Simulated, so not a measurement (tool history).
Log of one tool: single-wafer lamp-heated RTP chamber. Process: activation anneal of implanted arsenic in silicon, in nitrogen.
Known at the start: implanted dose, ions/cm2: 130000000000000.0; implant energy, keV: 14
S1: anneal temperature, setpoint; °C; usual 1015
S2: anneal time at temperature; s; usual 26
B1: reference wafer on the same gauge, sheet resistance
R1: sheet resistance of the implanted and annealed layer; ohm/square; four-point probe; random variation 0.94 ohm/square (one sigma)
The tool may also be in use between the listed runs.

run,day,S1,S2,B1,R1
1,0,1015,26,575.55,623.43
2,0.529,1015,26,575.27,625.18
3,2.542,1015,26,574.68,623.78
4,3.238,1015,26,573.96,622.93
5,3.846,1015,26,574.08,623.46
6,4.462,1015,26,573.41,621.15
7,4.867,1015,26,573.3,622.95
8,5.183,1015,26,573.17,622.23
9,5.7,1015,16,573.12,625.86
10,6.067,1015,16,572.72,624.77
# day 6.783: pyrometer window cleaned and pyrometer calibrated
11,6.804,1015,16,572.13,626.27
12,7.162,1015,31,572.22,620.16
13,7.833,1015,31,571.6,619.86
14,8.425,1000,30,571.34,621.2
# day 8.771: reflector plate cleaned
15,8.829,1015,26,571.05,620.89
16,9.45,1015,40,570.94,614.35
17,9.879,1040,37,570.63,608.92
18,10.362,1007,31,570.1,619.08
19,10.75,1038,21,569.88,616.17
20,11.383,1015,26,569.49,617.64
# day 11.829: gauge calibrated
21,12.025,1015,26,579.42,629.71
22,12.725,1006,33,579.12,627.14
23,13.029,997,39,579.2,628.61
24,14.85,1015,26,579.22,626.47
25,15.317,1035,32,578.73,621.14
26,15.667,992,26,579.03,630.78
# day 16.292: pyrometer window cleaned and pyrometer calibrated
27,16.312,1028,19,579.19,627.21
28,16.329,1000,26,579.16,629.83
29,17,1003,34,578.97,627.41
30,17.3,1029,26,578.84,625.46
31,17.975,1015,37,578.53,625.71
32,18.429,1006,32,578.56,627.12
33,18.838,1037,31,578.68,619.57
34,19.567,1015,26,578.4,626.44
35,20.221,1015,26,578.31,625.68
36,20.583,995,41,578.33,627.48
37,21.188,1000,26,578.04,629.63

Hidden state or all else? Some run-to-run changes of R1, split into what the settings, what came in and random variation would give without the hidden state, and what is left for the hidden state (with any gauge scatter that isn't in both results):
The hidden state here: true wafer temperature minus pyrometer reading, K; wafer temperature error from the tarnished reflector plate, K; gauge reads high (%).
Run 2 -> 3: no setting changed, nothing entered. R1 -1.4 ohm/square: hidden state -0.92, all else -0.48.
Run 17 -> 18: S1 1040 -> 1007, S2 37 -> 31. R1 +10.16 ohm/square: hidden state -0.48, all else +10.64.
Run 19 -> 20: S1 1038 -> 1015, S2 21 -> 26. R1 +1.47 ohm/square: hidden state -0.5, all else +1.97.
Run 20 -> 21: gauge calibrated. R1 +12.07 ohm/square: hidden state +10.54, all else +1.53.
Run 25 -> 26: S1 1035 -> 992, S2 32 -> 26. R1 +9.64 ohm/square: hidden state -0.02, all else +9.66.
